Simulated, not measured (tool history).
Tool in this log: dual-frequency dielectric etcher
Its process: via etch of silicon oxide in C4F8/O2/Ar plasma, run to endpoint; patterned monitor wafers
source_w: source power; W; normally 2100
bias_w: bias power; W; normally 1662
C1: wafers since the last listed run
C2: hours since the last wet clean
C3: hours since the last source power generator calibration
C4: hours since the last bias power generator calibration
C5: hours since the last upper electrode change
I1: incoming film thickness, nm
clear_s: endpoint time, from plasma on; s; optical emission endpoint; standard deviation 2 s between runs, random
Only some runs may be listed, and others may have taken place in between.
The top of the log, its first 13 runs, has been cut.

At hour 1021.2: wet clean of the chamber.
Run 14, hour 1040.2: usual settings but source_w 1770 W, bias_w 1903 W; C1 402; C2 19.0; C3 495.0; C4 2533.7; C5 4116.3; I1 1077.6. Result: clear_s 244.0 s.
Run 15, hour 1092.9: usual settings but source_w 1700 W, bias_w 1339 W; C1 341; C2 71.7; C3 547.7; C4 2586.4; C5 4169.0; I1 1072.5. Result: clear_s 279.5 s.
Run 16, hour 1135.5: usual settings but bias_w 1839 W; C1 276; C2 114.3; C3 590.3; C4 2629.0; C5 4211.6; I1 1063.6. Result: clear_s 223.1 s.
Run 17, hour 1207.1: usual settings; C1 464; C2 185.9; C3 661.9; C4 2700.6; C5 4283.2; I1 1071.0. Result: clear_s 233.0 s.
Run 18, hour 1277.6: usual settings but bias_w 1857 W; C1 457; C2 256.4; C3 732.4; C4 2771.1; C5 4353.7; I1 1070.7. Result: clear_s 225.9 s.
Run 19, hour 1376.5: usual settings but source_w 1720 W, bias_w 1320 W; C1 641; C2 355.3; C3 831.3; C4 2870.0; C5 4452.6; I1 1062.3. Result: clear_s 270.9 s.
At hour 1405.9: upper electrode replaced.
Run 20, hour 1432.7: usual settings but source_w 1740 W, bias_w 1469 W; C1 208; C2 411.5; C3 887.5; C4 2926.2; C5 26.8; I1 1072.0. Result: clear_s 258.3 s.
At hour 1650.3: bias power generator calibrated.
Run 21, hour 1750.0: usual settings; C1 2032; C2 728.8; C3 1204.8; C4 99.7; C5 344.1; I1 1066.8. Result: clear_s 225.2 s.
Run 22, hour 1797.4: usual settings but source_w 1710 W, bias_w 1391 W; C1 307; C2 776.2; C3 1252.2; C4 147.1; C5 391.5; I1 1071.3. Result: clear_s 263.6 s.
Run 23, hour 1878.2: usual settings but source_w 1890 W, bias_w 1280 W; C1 524; C2 857.0; C3 1333.0; C4 227.9; C5 472.3; I1 1072.6. Result: clear_s 256.2 s.
At hour 1906.4: wet clean of the chamber.
Run 24, hour 1985.2: usual settings; C1 538; C2 78.8; C3 1440.0; C4 334.9; C5 579.3; I1 1064.2. Result: clear_s 232.3 s.
Run 25, hour 2023.8: usual settings; C1 250; C2 117.4; C3 1478.6; C4 373.5; C5 617.9; I1 1064.8. Result: clear_s 233.1 s.
Run 26, hour 2062.6: usual settings; C1 251; C2 156.2; C3 1517.4; C4 412.3; C5 656.7; I1 1067.0. Result: clear_s 230.3 s.
Run 27, hour 2167.7: usual settings; C1 681; C2 261.3; C3 1622.5; C4 517.4; C5 761.8; I1 1055.3. Result: clear_s 228.0 s.
Run 28, hour 2256.3: usual settings but source_w 2330 W, bias_w 1414 W; C1 574; C2 349.9; C3 1711.1; C4 606.0; C5 850.4; I1 1071.0. Result: clear_s 233.6 s.
Run 29, hour 2359.1: usual settings but source_w 2550 W, bias_w 1806 W; C1 666; C2 452.7; C3 1813.9; C4 708.8; C5 953.2; I1 1069.8. Result: clear_s 202.6 s.
Run 30, hour 2421.7: usual settings but source_w 2550 W, bias_w 1806 W; C1 406; C2 515.3; C3 1876.5; C4 771.4; C5 1015.8; I1 1071.6. Result: clear_s 202.8 s.
Run 31, hour 2613.8: usual settings but source_w 2410 W, bias_w 2045 W; C1 1246; C2 707.4; C3 2068.6; C4 963.5; C5 1207.9; I1 1070.8. Result: clear_s 193.7 s.
At hour 2710.2: wet clean of the chamber.
Run 32, hour 2712.7: usual settings but source_w 2600 W, bias_w 1779 W; C1 485; C2 2.5; C3 2167.5; C4 1062.4; C5 1306.8; I1 1059.0. Result: clear_s 209.6 s.
Run 33, hour 2779.1: usual settings but source_w 2250 W, bias_w 1296 W; C1 430; C2 68.9; C3 2233.9; C4 1128.8; C5 1373.2; I1 1071.2. Result: clear_s 257.3 s.
Run 34, hour 2859.3: usual settings but source_w 2320 W; C1 520; C2 149.1; C3 2314.1; C4 1209.0; C5 1453.4; I1 1078.1. Result: clear_s 228.0 s.

Forecast each of these 5 alternatives for the next run:
Run A, hour 2859.8: usual settings but bias_w 1345 W; C1 3; C2 149.6; C3 2314.6; C4 1209.5; C5 1453.9; I1 1075.7. Result: clear_s ?.
Run B, hour 2859.8: usual settings but source_w 2490 W, bias_w 1459 W; C1 3; C2 149.6; C3 2314.6; C4 1209.5; C5 1453.9; I1 1075.7. Result: clear_s ?.
Run C, hour 2859.8: usual settings but source_w 2480 W, bias_w 1992 W; C1 3; C2 149.6; C3 2314.6; C4 1209.5; C5 1453.9; I1 1075.7. Result: clear_s ?.
Run D, hour 2859.8: usual settings but source_w 1810 W, bias_w 1375 W; C1 3; C2 149.6; C3 2314.6; C4 1209.5; C5 1453.9; I1 1075.7. Result: clear_s ?.
Run E, hour 2859.8: usual settings but source_w 1870 W, bias_w 1777 W; C1 3; C2 149.6; C3 2314.6; C4 1209.5; C5 1453.9; I1 1075.7. Result: clear_s ?.

run  clear_s
  A    259.8
  B    234.0
  C    208.7
  D    274.8
  E    245.5
Without the tool's unlogged condition, the same runs would have read:
run  clear_s
  A    259.7
  B    233.9
  C    208.7
  D    274.7
  E    245.5

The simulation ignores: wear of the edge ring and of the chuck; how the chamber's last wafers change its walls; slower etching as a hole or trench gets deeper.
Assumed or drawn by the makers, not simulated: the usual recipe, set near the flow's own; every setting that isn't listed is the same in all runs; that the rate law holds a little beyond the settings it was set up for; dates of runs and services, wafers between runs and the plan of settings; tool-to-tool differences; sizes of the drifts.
